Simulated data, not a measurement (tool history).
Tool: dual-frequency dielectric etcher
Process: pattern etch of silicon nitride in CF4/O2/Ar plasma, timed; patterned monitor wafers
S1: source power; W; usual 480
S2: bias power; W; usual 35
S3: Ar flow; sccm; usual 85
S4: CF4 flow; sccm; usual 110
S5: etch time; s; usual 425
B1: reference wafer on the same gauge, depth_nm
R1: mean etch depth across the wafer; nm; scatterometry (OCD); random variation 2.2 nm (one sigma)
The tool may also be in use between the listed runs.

{"run": 1, "hour": 0.0, "S1": 480, "S2": 31, "S3": 85, "S4": 93, "S5": 331.5, "B1": 670.4, "R1": 547.8}
{"run": 2, "hour": 26.6, "S1": 590, "S2": 35, "S3": 85, "S4": 110, "S5": 386.5, "B1": 671.6, "R1": 823}
{"hour": 47.3, "done": "source power generator calibrated"}
{"run": 3, "hour": 48.3, "S1": 480, "S2": 41, "S3": 85, "S4": 110, "S5": 425, "B1": 671.4, "R1": 739.4}
{"hour": 75.3, "done": "wet clean of the chamber"}
{"run": 4, "hour": 83.5, "S1": 480, "S2": 38, "S3": 85, "S4": 110, "S5": 425, "B1": 670.8, "R1": 709.8}
{"run": 5, "hour": 107.2, "S1": 480, "S2": 35, "S3": 85, "S4": 110, "S5": 425, "B1": 670.9, "R1": 695.7}
{"run": 6, "hour": 136.4, "S1": 590, "S2": 39, "S3": 85, "S4": 110, "S5": 425, "B1": 672, "R1": 870.8}
{"run": 7, "hour": 167.2, "S1": 480, "S2": 27, "S3": 105, "S4": 125, "S5": 473.5, "B1": 670.4, "R1": 703.7}
{"run": 8, "hour": 190.0, "S1": 480, "S2": 44, "S3": 85, "S4": 110, "S5": 298.5, "B1": 669.9, "R1": 527.3}
{"hour": 217.9, "done": "Ar flow controller replaced"}
{"run": 9, "hour": 218.4, "S1": 480, "S2": 35, "S3": 85, "S4": 110, "S5": 425, "B1": 671.3, "R1": 694.7}
{"run": 10, "hour": 244.4, "S1": 480, "S2": 41, "S3": 99, "S4": 100, "S5": 317, "B1": 671.5, "R1": 528.1}
{"run": 11, "hour": 257.4, "S1": 510, "S2": 35, "S3": 85, "S4": 120, "S5": 504, "B1": 671.5, "R1": 890.2}
{"hour": 265.7, "done": "bias power generator calibrated"}
{"hour": 289.5, "done": "CF4 flow controller replaced"}
{"run": 12, "hour": 291.0, "S1": 480, "S2": 35, "S3": 85, "S4": 110, "S5": 425, "B1": 671, "R1": 704.4}
{"run": 13, "hour": 320.3, "S1": 480, "S2": 38, "S3": 103, "S4": 110, "S5": 425, "B1": 671, "R1": 697.2}
{"run": 14, "hour": 342.0, "S1": 480, "S2": 35, "S3": 100, "S4": 110, "S5": 344, "B1": 671, "R1": 558.2}
{"run": 15, "hour": 369.3, "S1": 550, "S2": 41, "S3": 85, "S4": 101, "S5": 541.5, "B1": 670.1, "R1": 1063.1}
{"run": 16, "hour": 393.1, "S1": 480, "S2": 35, "S3": 92, "S4": 83, "S5": 425, "B1": 671, "R1": 670.3}
{"run": 17, "hour": 426.2, "S1": 480, "S2": 32, "S3": 85, "S4": 133, "S5": 425, "B1": 671.2, "R1": 703.2}
{"run": 18, "hour": 460.9, "S1": 540, "S2": 35, "S3": 67, "S4": 98, "S5": 481.5, "B1": 671.1, "R1": 922.4}
{"run": 19, "hour": 476.0, "S1": 480, "S2": 32, "S3": 85, "S4": 96, "S5": 317.5, "B1": 671.4, "R1": 510.3}
{"run": 20, "hour": 498.9, "S1": 480, "S2": 35, "S3": 85, "S4": 110, "S5": 425, "B1": 671.6, "R1": 709.9}
{"run": 21, "hour": 515.1, "S1": 480, "S2": 39, "S3": 85, "S4": 110, "S5": 546.5, "B1": 670.4, "R1": 942.9}
{"run": 22, "hour": 542.9, "S1": 480, "S2": 35, "S3": 85, "S4": 83, "S5": 425, "B1": 670.9, "R1": 691.5}

3 ways to go on from here, each from the tool as it stands after run 22. What would each give?
{"run": "A", "hour": 543.4, "S1": 480, "S2": 35, "S3": 85, "S4": 133, "S5": 425, "B1": "?", "R1": "?"}
{"run": "B", "hour": 543.4, "S1": 480, "S2": 35, "S3": 76, "S4": 110, "S5": 511, "B1": "?", "R1": "?"}
{"run": "C", "hour": 543.4, "S1": 480, "S2": 35, "S3": 95, "S4": 136, "S5": 425, "B1": "?", "R1": "?"}

run=A B1=670.9 R1=730.6
run=B B1=670.9 R1=876
run=C B1=670.9 R1=719.6
Without the tool's hidden state the same runs would have given:
run=A R1=706.5
run=B R1=847.1
run=C R1=695.8
